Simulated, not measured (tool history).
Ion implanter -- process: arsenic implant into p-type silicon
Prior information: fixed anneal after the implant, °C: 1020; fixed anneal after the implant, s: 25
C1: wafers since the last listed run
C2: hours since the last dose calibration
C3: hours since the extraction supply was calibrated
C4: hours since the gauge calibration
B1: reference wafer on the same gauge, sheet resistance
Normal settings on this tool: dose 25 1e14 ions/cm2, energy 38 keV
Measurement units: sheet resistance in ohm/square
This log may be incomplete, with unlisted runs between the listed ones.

Run 1, hour 0: usual settings; C1 0; C2 1134.7; C3 3115.6; C4 125.3; B1 65.2. Result: sheet resistance 74.76 ohm/square.
Run 2, hour 17: usual settings; C1 332; C2 1151.7; C3 3132.6; C4 142.3; B1 65.25. Result: sheet resistance 74.49 ohm/square.
Run 3, hour 25.9: usual settings; C1 174; C2 1160.6; C3 3141.5; C4 151.2; B1 65.32. Result: sheet resistance 74.45 ohm/square.
Run 4, hour 41.1: usual settings; C1 297; C2 1175.8; C3 3156.7; C4 166.4; B1 65.29. Result: sheet resistance 74.67 ohm/square.
Run 5, hour 53.8: usual settings but energy 30.5 keV; C1 248; C2 1188.5; C3 3169.4; C4 179.1; B1 65.38. Result: sheet resistance 81.19 ohm/square.
Run 6, hour 61: usual settings but energy 30.5 keV; C1 140; C2 1195.7; C3 3176.6; C4 186.3; B1 65.37. Result: sheet resistance 81.38 ohm/square.
Run 7, hour 73.5: usual settings but dose 20.47 1e14 ions/cm2, energy 41.5 keV; C1 244; C2 1208.2; C3 3189.1; C4 198.8; B1 65.39. Result: sheet resistance 77.78 ohm/square.
Run 8, hour 91.2: usual settings but dose 20.47 1e14 ions/cm2, energy 41.5 keV; C1 346; C2 1225.9; C3 3206.8; C4 216.5; B1 65.44. Result: sheet resistance 77.95 ohm/square.
Run 9, hour 104.6: usual settings but dose 20.47 1e14 ions/cm2, energy 41.5 keV; C1 262; C2 1239.3; C3 3220.2; C4 229.9; B1 65.5. Result: sheet resistance 77.75 ohm/square.
Run 10, hour 118.9: usual settings but energy 26.5 keV; C1 280; C2 1253.6; C3 3234.5; C4 244.2; B1 65.5. Result: sheet resistance 85.54 ohm/square.
At hour 119: gauge calibrated.
Run 11, hour 134.2: usual settings but dose 32.07 1e14 ions/cm2; C1 299; C2 1268.9; C3 3249.8; C4 15.2; B1 65.15. Result: sheet resistance 69.85 ohm/square.
Run 12, hour 146.1: usual settings but dose 19.74 1e14 ions/cm2, energy 42 keV; C1 233; C2 1280.8; C3 3261.7; C4 27.1; B1 65.17. Result: sheet resistance 78.2 ohm/square.
At hour 161.4: Faraday cup replaced and dose calibrated.
At hour 163.2: extraction supply calibrated.
Run 13, hour 163.7: usual settings but dose 20.6 1e14 ions/cm2, energy 29.5 keV; C1 152; C2 2.3; C3 0.5; C4 44.7; B1 65.14. Result: sheet resistance 86.53 ohm/square.
Run 14, hour 189.2: usual settings; C1 499; C2 27.8; C3 26; C4 70.2; B1 65.21. Result: sheet resistance 74.61 ohm/square.
Run 15, hour 205.3: usual settings; C1 315; C2 43.9; C3 42.1; C4 86.3; B1 65.21. Result: sheet resistance 74.48 ohm/square.
Run 16, hour 220.8: usual settings but dose 17.99 1e14 ions/cm2; C1 303; C2 59.4; C3 57.6; C4 101.8; B1 65.24. Result: sheet resistance 84.34 ohm/square.
Run 17, hour 232.2: usual settings but energy 47 keV; C1 223; C2 70.8; C3 69; C4 113.2; B1 65.23. Result: sheet resistance 68.47 ohm/square.
Run 18, hour 242.1: usual settings but dose 28.26 1e14 ions/cm2, energy 48 keV; C1 193; C2 80.7; C3 78.9; C4 123.1; B1 65.26. Result: sheet resistance 65.24 ohm/square.

Predict each of these 5 candidate next runs independently; none follows another, all start after run 18:
Run A, hour 242.5: usual settings but energy 47.5 keV; C1 7; C2 81.1; C3 79.3; C4 123.5; B1 ?. Result: sheet resistance ?.
Run B, hour 242.5: usual settings but dose 30.48 1e14 ions/cm2, energy 46 keV; C1 7; C2 81.1; C3 79.3; C4 123.5; B1 ?. Result: sheet resistance ?.
Run C, hour 242.5: usual settings but dose 18.45 1e14 ions/cm2, energy 28 keV; C1 7; C2 81.1; C3 79.3; C4 123.5; B1 ?. Result: sheet resistance ?.
Run D, hour 242.5: usual settings but dose 27.31 1e14 ions/cm2, energy 44.5 keV; C1 7; C2 81.1; C3 79.3; C4 123.5; B1 ?. Result: sheet resistance ?.
Run E, hour 242.5: usual settings but energy 26 keV; C1 7; C2 81.1; C3 79.3; C4 123.5; B1 ?. Result: sheet resistance ?.

run     B1  sheet resistance
  A  65.25             68.13
  B  65.25             64.95
  C  65.25             91.15
  D  65.25             67.99
  E  65.25             85.46
With no hidden state in the tool, these same runs would have given:
run  sheet resistance
  A             68.07
  B             64.89
  C             91.07
  D             67.93
  E             85.39
